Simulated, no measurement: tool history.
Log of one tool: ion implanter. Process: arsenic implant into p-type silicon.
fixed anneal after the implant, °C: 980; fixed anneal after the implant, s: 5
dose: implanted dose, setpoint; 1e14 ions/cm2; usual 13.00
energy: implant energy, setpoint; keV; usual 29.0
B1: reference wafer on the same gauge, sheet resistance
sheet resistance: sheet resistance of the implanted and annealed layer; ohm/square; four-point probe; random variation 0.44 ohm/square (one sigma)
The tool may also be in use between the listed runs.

{"run": 1, "day": 0.0, "dose": 15.97, "energy": 29.0, "B1": 107.05, "sheet resistance": 117.09}
{"run": 2, "day": 1.929, "dose": 15.97, "energy": 29.0, "B1": 106.93, "sheet resistance": 117.65}
{"run": 3, "day": 3.008, "dose": 15.97, "energy": 29.0, "B1": 106.99, "sheet resistance": 117.58}
{"run": 4, "day": 4.296, "dose": 13.0, "energy": 29.0, "B1": 106.99, "sheet resistance": 125.5}
{"run": 5, "day": 7.296, "dose": 13.0, "energy": 29.0, "B1": 107.04, "sheet resistance": 126.08}
{"run": 6, "day": 16.171, "dose": 10.3, "energy": 29.0, "B1": 107.07, "sheet resistance": 139.49}
{"run": 7, "day": 18.604, "dose": 10.3, "energy": 29.0, "B1": 107.01, "sheet resistance": 138.3}
{"run": 8, "day": 20.779, "dose": 10.3, "energy": 29.0, "B1": 107.06, "sheet resistance": 138.69}
{"run": 9, "day": 23.083, "dose": 13.0, "energy": 29.0, "B1": 107.02, "sheet resistance": 126.23}
{"run": 10, "day": 25.442, "dose": 13.0, "energy": 29.0, "B1": 107.04, "sheet resistance": 126.96}
{"run": 11, "day": 26.783, "dose": 13.0, "energy": 29.0, "B1": 106.88, "sheet resistance": 124.15}
{"run": 12, "day": 29.067, "dose": 13.0, "energy": 35.0, "B1": 107.0, "sheet resistance": 115.15}
{"run": 13, "day": 31.162, "dose": 15.41, "energy": 29.0, "B1": 107.02, "sheet resistance": 118.94}
{"run": 14, "day": 33.638, "dose": 11.86, "energy": 36.0, "B1": 107.06, "sheet resistance": 118.44}
{"run": 15, "day": 36.192, "dose": 16.43, "energy": 29.0, "B1": 107.04, "sheet resistance": 116.94}
{"run": 16, "day": 37.921, "dose": 16.01, "energy": 34.5, "B1": 106.97, "sheet resistance": 108.06}
{"run": 17, "day": 39.788, "dose": 15.1, "energy": 37.0, "B1": 106.96, "sheet resistance": 107.74}
{"run": 18, "day": 41.75, "dose": 13.0, "energy": 29.0, "B1": 106.92, "sheet resistance": 125.85}
{"run": 19, "day": 44.562, "dose": 14.3, "energy": 35.0, "B1": 106.91, "sheet resistance": 111.96}
{"run": 20, "day": 47.267, "dose": 13.0, "energy": 29.0, "B1": 107.13, "sheet resistance": 125.19}
{"run": 21, "day": 48.725, "dose": 16.81, "energy": 22.0, "B1": 107.05, "sheet resistance": 134.52}
{"run": 22, "day": 50.362, "dose": 13.0, "energy": 29.0, "B1": 107.04, "sheet resistance": 125.51}
{"run": 23, "day": 53.283, "dose": 13.0, "energy": 29.0, "B1": 107.07, "sheet resistance": 126.83}
{"run": 24, "day": 56.25, "dose": 13.0, "energy": 29.0, "B1": 107.0, "sheet resistance": 126.27}
{"run": 25, "day": 57.929, "dose": 13.0, "energy": 35.5, "B1": 107.12, "sheet resistance": 115.68}

Not shown: 3 entries that the log had between the listed runs. Between which runs, and how does the tool's hidden state differ before and after?
Between runs 8 and 9: extraction supply calibrated (day 21.304)
  deviation of the true dose from the Faraday cup's reading, %: -4 -> -4.29
  measured less the result without the state, sheet resistance: +2.53 -> +1.89 ohm/square
Between runs 10 and 11: Faraday cup replaced and dose calibrated (day 26.242)
  deviation of the true dose from the Faraday cup's reading, %: -4.58 -> 0.119
  measured less the result without the state, sheet resistance: +2.04 -> -0.05 ohm/square
Between runs 11 and 12: gauge calibrated (day 27.846)
  deviation of the true dose from the Faraday cup's reading, %: 0.119 -> -0.166
  measured less the result without the state, sheet resistance: -0.05 -> +0.08 ohm/square
